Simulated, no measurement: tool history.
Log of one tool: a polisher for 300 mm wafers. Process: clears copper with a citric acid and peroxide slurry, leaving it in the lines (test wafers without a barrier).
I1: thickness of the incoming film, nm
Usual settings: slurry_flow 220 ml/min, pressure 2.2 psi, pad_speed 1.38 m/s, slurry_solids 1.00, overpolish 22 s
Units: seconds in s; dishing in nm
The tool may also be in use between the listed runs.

Run 1, day 0.000: usual settings; I1 222.5. Result: seconds 110.3 s, dishing 27.8 nm.
Run 2, day 2.071: usual settings; I1 222.6. Result: seconds 110.5 s, dishing 29.8 nm.
Run 3, day 2.821: usual settings; I1 229.0. Result: seconds 117.3 s, dishing 28.7 nm.
Run 4, day 3.200: usual settings; I1 223.1. Result: seconds 114.7 s, dishing 27.5 nm.
At day 3.846: worn pad replaced by a new one.
Run 5, day 3.908: usual settings but slurry_solids 1.15; I1 225.4. Result: seconds 110.5 s, dishing 29.2 nm.
Run 6, day 4.500: usual settings but slurry_flow 280 ml/min, pressure 3.0 psi, slurry_solids 0.75, overpolish 28 s; I1 221.2. Result: seconds 89.1 s, dishing 45.0 nm.
Run 7, day 4.808: usual settings; I1 225.3. Result: seconds 120.0 s, dishing 28.8 nm.
Run 8, day 5.888: usual settings but pad_speed 1.58 m/s; I1 223.4. Result: seconds 109.6 s, dishing 31.0 nm.
Run 9, day 7.588: usual settings but pressure 2.6 psi; I1 227.2. Result: seconds 109.0 s, dishing 31.7 nm.
Run 10, day 7.900: usual settings; I1 221.1. Result: seconds 125.9 s, dishing 25.8 nm.
Run 11, day 8.233: usual settings but slurry_flow 175 ml/min, pressure 1.4 psi, slurry_solids 0.90; I1 227.9. Result: seconds 199.7 s, dishing 16.6 nm.
At day 8.421: slurry blender recalibrated.
Run 12, day 8.700: usual settings but slurry_flow 280 ml/min, pressure 2.0 psi; I1 227.7. Result: seconds 114.1 s, dishing 29.0 nm.
At day 8.925: worn pad replaced by a new one.
Run 13, day 9.058: usual settings but pressure 1.7 psi, pad_speed 1.08 m/s, slurry_solids 0.75; I1 227.0. Result: seconds 176.2 s, dishing 19.9 nm.
Run 14, day 9.696: usual settings; I1 226.2. Result: seconds 109.4 s, dishing 30.7 nm.
Run 15, day 10.171: usual settings but slurry_flow 250 ml/min, slurry_solids 1.15, overpolish 14 s; I1 228.2. Result: seconds 102.5 s, dishing 21.3 nm.
At day 10.367: head pressure recalibrated.
Run 16, day 10.533: usual settings but pad_speed 1.68 m/s, overpolish 31 s; I1 225.4. Result: seconds 93.1 s, dishing 45.7 nm.
Run 17, day 11.025: usual settings; I1 225.6. Result: seconds 108.9 s, dishing 30.5 nm.
At day 11.150: slurry nozzle cleaned.
Run 18, day 11.533: usual settings but overpolish 15 s; I1 222.6. Result: seconds 107.4 s, dishing 21.5 nm.
Run 19, day 12.108: usual settings but pad_speed 1.54 m/s; I1 227.1. Result: seconds 101.0 s, dishing 33.9 nm.
Run 20, day 12.700: usual settings but slurry_flow 240 ml/min; I1 222.4. Result: seconds 105.9 s, dishing 31.4 nm.
Run 21, day 13.046: usual settings but slurry_flow 295 ml/min, pressure 1.7 psi, slurry_solids 1.20, overpolish 34 s; I1 224.9. Result: seconds 128.7 s, dishing 38.0 nm.
Run 22, day 13.767: usual settings but overpolish 28 s; I1 222.4. Result: seconds 107.5 s, dishing 37.4 nm.
Run 23, day 14.458: usual settings; I1 222.9. Result: seconds 106.9 s, dishing 29.0 nm.
Run 24, day 14.950: usual settings but slurry_flow 170 ml/min, pressure 2.5 psi, overpolish 11 s; I1 230.1. Result: seconds 104.9 s, dishing 18.1 nm.
At day 15.492: worn pad replaced by a new one.
Run 25, day 15.612: usual settings; I1 227.1. Result: seconds 109.3 s, dishing 29.8 nm.
Run 26, day 16.221: usual settings but slurry_flow 270 ml/min, pad_speed 1.70 m/s, overpolish 10 s; I1 223.7. Result: seconds 91.1 s, dishing 16.8 nm.
Run 27, day 16.883: usual settings but slurry_solids 0.85; I1 226.4. Result: seconds 117.6 s, dishing 30.2 nm.
Run 28, day 17.596: usual settings but pad_speed 1.18 m/s; I1 228.7. Result: seconds 128.6 s, dishing 27.0 nm.
Run 29, day 18.171: usual settings but pad_speed 1.18 m/s, overpolish 34 s; I1 225.5. Result: seconds 124.3 s, dishing 38.7 nm.

Hidden state or all else? Some run-to-run changes of seconds, split into what the settings, what came in and random variation would give without the hidden state, and what is left for the hidden state (with any gauge scatter that isn't in both results):
The hidden state here: removal rate lost through wear of the pad, %; slurry flow missing at the pad, %; deviation of the head's pressure from its setpoint, %; abrasive missing from the slurry, %.
Run 10 -> 11: slurry_flow 220 -> 175, pressure 2.2 -> 1.4, slurry_solids 1.00 -> 0.90. seconds +73.8 s: hidden state +12.6, all else +61.2.
Run 11 -> 12: slurry_flow 175 -> 280, pressure 1.4 -> 2.0, slurry_solids 0.90 -> 1.00, slurry blender recalibrated. seconds -85.6 s: hidden state -31.3, all else -54.3.
